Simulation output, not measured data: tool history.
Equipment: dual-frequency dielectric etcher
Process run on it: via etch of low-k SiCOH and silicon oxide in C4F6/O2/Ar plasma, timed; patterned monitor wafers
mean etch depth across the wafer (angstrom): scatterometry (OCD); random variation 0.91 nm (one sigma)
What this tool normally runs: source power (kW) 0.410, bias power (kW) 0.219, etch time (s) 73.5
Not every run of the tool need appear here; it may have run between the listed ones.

run    hour  source power (kW)  bias power (kW)  etch time (s)  wafers since the last listed run  hours since the last wet clean  hours since the last source power generator calibration  hours since the last bias power generator calibration  hours since the last upper electrode change  hours since the gauge calibration  read-back reference wafer on the same gauge, depth_nm  mean etch depth across the wafer (angstrom)
  1     0.0              0.410            0.219           73.5                                 0                           194.4                                                   3388.8                                                 1020.3                                       2439.1                              942.9                                                  251.1                                         2388
  2   104.7              0.410            0.219           73.5                               921                           299.1                                                   3493.5                                                 1125.0                                       2543.8                             1047.6                                                  251.2                                         2378
      219.5  -- wet clean of the chamber
  3   220.0              0.410            0.219           73.5                               803                             0.5                                                   3608.8                                                 1240.3                                       2659.1                             1162.9                                                  251.0                                         2442
  4   239.9              0.410            0.219           73.5                               175                            20.4                                                   3628.7                                                 1260.2                                       2679.0                             1182.8                                                  251.1                                         2456
  5   316.6              0.410            0.219           73.5                               675                            97.1                                                   3705.4                                                 1336.9                                       2755.7                             1259.5                                                  251.1                                         2421
  6   365.6              0.480            0.219           56.5                               431                           146.1                                                   3754.4                                                 1385.9                                       2804.7                             1308.5                                                  251.1                                         1980
      613.9  -- wet clean of the chamber
  7   614.4              0.480            0.219           56.5                              1978                             0.5                                                   4003.2                                                 1634.7                                       3053.5                             1557.3                                                  250.9                                         2024
      621.4  -- bias power generator calibrated
  8   710.0              0.480            0.219           56.5                               806                            96.1                                                   4098.8                                                   88.6                                       3149.1                             1652.9                                                  251.1                                         1963
  9   810.8              0.410            0.219           73.5                               887                           196.9                                                   4199.6                                                  189.4                                       3249.9                             1753.7                                                  251.1                                         2376
      882.8  -- source power generator calibrated
 10   896.0              0.410            0.219           73.5                               714                           282.1                                                     13.2                                                  274.6                                       3335.1                             1838.9                                                  250.8                                         2372
 11   933.8              0.410            0.219           73.5                               332                           319.9                                                     51.0                                                  312.4                                       3372.9                             1876.7                                                  251.0                                         2361
      998.7  -- upper electrode replaced
 12  1026.4              0.410            0.219           73.5                               603                           412.5                                                    143.6                                                  405.0                                         27.7                             1969.3                                                  251.0                                         2347
     1047.2  -- gauge calibrated
     1065.7  -- wet clean of the chamber
 13  1080.8              0.360            0.219           73.5                               267                            15.1                                                    198.0                                                  459.4                                         82.1                               33.6                                                  251.0                                         2341
 14  1161.2              0.410            0.219           73.5                               707                            95.5                                                    278.4                                                  539.8                                        162.5                              114.0                                                  250.9                                         2422
 15  1233.6              0.410            0.219           73.5                               637                           167.9                                                    350.8                                                  612.2                                        234.9                              186.4                                                  251.2                                         2429
 16  1285.8              0.480            0.201           61.5                               459                           220.1                                                    403.0                                                  664.4                                        287.1                              238.6                                                  250.9                                         2043
 17  1385.7              0.510            0.219           94.5                               879                           320.0                                                    502.9                                                  764.3                                        387.0                              338.5                                                  251.2                                         3349
     1469.9  -- wet clean of the chamber
 18  1470.4              0.410            0.268           53.5                               534                             0.5                                                    587.6                                                  849.0                                        471.7                              423.2                                                  250.7                                         1981
 19  1518.1              0.380            0.219           67.0                               419                            48.2                                                    635.3                                                  896.7                                        519.4                              470.9                                                  250.5                                         2163
 20  1618.0              0.410            0.219           73.5                               879                           148.1                                                    735.2                                                  996.6                                        619.3                              570.8                                                  251.2                                         2434
 21  1699.3              0.440            0.219           61.0                               715                           229.4                                                    816.5                                                 1077.9                                        700.6                              652.1                                                  250.6                                         2057
 22  1792.3              0.410            0.219           73.5                               818                           322.4                                                    909.5                                                 1170.9                                        793.6                              745.1                                                  251.0                                         2416
 23  1862.6              0.410            0.194           83.0                               618                           392.7                                                    979.8                                                 1241.2                                        863.9                              815.4                                                  250.8                                         2520
 24  1916.1              0.370            0.219           85.0                               470                           446.2                                                   1033.3                                                 1294.7                                        917.4                              868.9                                                  250.8                                         2630

5 ways to go on from here, each from the tool as it stands after run 24. What would each give?
  A  1916.5              0.410            0.219           73.5                                 3                           446.6                                                   1033.7                                                 1295.1                                        917.8                              869.3                                                      ?                                            ?
  B  1916.5              0.350            0.244           65.5                                 3                           446.6                                                   1033.7                                                 1295.1                                        917.8                              869.3                                                      ?                                            ?
  C  1916.5              0.360            0.272           73.5                                 3                           446.6                                                   1033.7                                                 1295.1                                        917.8                              869.3                                                      ?                                            ?
  D  1916.5              0.460            0.219           85.5                                 3                           446.6                                                   1033.7                                                 1295.1                                        917.8                              869.3                                                      ?                                            ?
  E  1916.5              0.320            0.164           53.0                                 3                           446.6                                                   1033.7                                                 1295.1                                        917.8                              869.3                                                      ?                                            ?

run  read-back reference wafer on the same gauge, depth_nm  mean etch depth across the wafer (angstrom)
  A                                                  250.6                                         2381
  B                                                  250.6                                         2119
  C                                                  250.6                                         2540
  D                                                  250.6                                         2890
  E                                                  250.6                                         1330
With no hidden state in the tool, these same runs would have given:
run  mean etch depth across the wafer (angstrom)
  A                                         2426
  B                                         2158
  C                                         2585
  D                                         2945
  E                                         1357
